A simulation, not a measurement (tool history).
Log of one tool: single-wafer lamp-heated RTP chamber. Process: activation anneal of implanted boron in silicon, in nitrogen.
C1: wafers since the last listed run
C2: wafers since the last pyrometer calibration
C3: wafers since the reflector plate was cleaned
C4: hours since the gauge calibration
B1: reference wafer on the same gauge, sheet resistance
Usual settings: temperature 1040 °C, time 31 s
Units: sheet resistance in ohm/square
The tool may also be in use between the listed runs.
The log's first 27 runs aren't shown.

Run 28, hour 449.1: usual settings but temperature 1029 °C, time 41 s; C1 141; C2 533; C3 533; C4 365.7; B1 524.01. Result: sheet resistance 476.00 ohm/square.
Run 29, hour 466.0: usual settings but temperature 1069 °C, time 20 s; C1 175; C2 709; C3 709; C4 382.6; B1 524.04. Result: sheet resistance 477.13 ohm/square.
Run 30, hour 477.3: usual settings; C1 117; C2 827; C3 827; C4 393.9; B1 524.03. Result: sheet resistance 478.03 ohm/square.
Run 31, hour 484.3: usual settings but temperature 1012 °C, time 20 s; C1 72; C2 900; C3 900; C4 400.9; B1 523.98. Result: sheet resistance 482.33 ohm/square.
Run 32, hour 500.7: usual settings; C1 170; C2 1070; C3 1070; C4 417.3; B1 524.03. Result: sheet resistance 477.27 ohm/square.
Run 33, hour 512.0: usual settings but time 16 s; C1 117; C2 1188; C3 1188; C4 428.6; B1 523.91. Result: sheet resistance 478.35 ohm/square.
Run 34, hour 564.9: usual settings but time 49 s; C1 550; C2 1739; C3 1739; C4 481.5; B1 523.98. Result: sheet resistance 474.11 ohm/square.
Run 35, hour 578.7: usual settings but temperature 1029 °C, time 50 s; C1 143; C2 1883; C3 1883; C4 495.3; B1 524.02. Result: sheet resistance 475.56 ohm/square.
Run 36, hour 592.1: usual settings but time 37 s; C1 139; C2 2022; C3 2022; C4 508.7; B1 523.94. Result: sheet resistance 476.19 ohm/square.

5 ways to go on from here, each from the tool as it stands after run 36. What would each give?
Run A, hour 592.5: usual settings; C1 4; C2 2026; C3 2026; C4 509.1; B1 ?. Result: sheet resistance ?.
Run B, hour 592.5: usual settings but temperature 1028 °C; C1 4; C2 2026; C3 2026; C4 509.1; B1 ?. Result: sheet resistance ?.
Run C, hour 592.5: usual settings but temperature 1026 °C; C1 4; C2 2026; C3 2026; C4 509.1; B1 ?. Result: sheet resistance ?.
Run D, hour 592.5: usual settings but temperature 1064 °C, time 36 s; C1 4; C2 2026; C3 2026; C4 509.1; B1 ?. Result: sheet resistance ?.
Run E, hour 592.5: usual settings but temperature 1011 °C, time 25 s; C1 4; C2 2026; C3 2026; C4 509.1; B1 ?. Result: sheet resistance ?.

run      B1  sheet resistance
  A  524.20            476.78
  B  524.20            478.00
  C  524.20            478.22
  D  524.20            473.48
  E  524.20            480.97
Without the tool's hidden state the same runs would have given:
run  sheet resistance
  A            476.78
  B            478.00
  C            478.22
  D            473.48
  E            480.97

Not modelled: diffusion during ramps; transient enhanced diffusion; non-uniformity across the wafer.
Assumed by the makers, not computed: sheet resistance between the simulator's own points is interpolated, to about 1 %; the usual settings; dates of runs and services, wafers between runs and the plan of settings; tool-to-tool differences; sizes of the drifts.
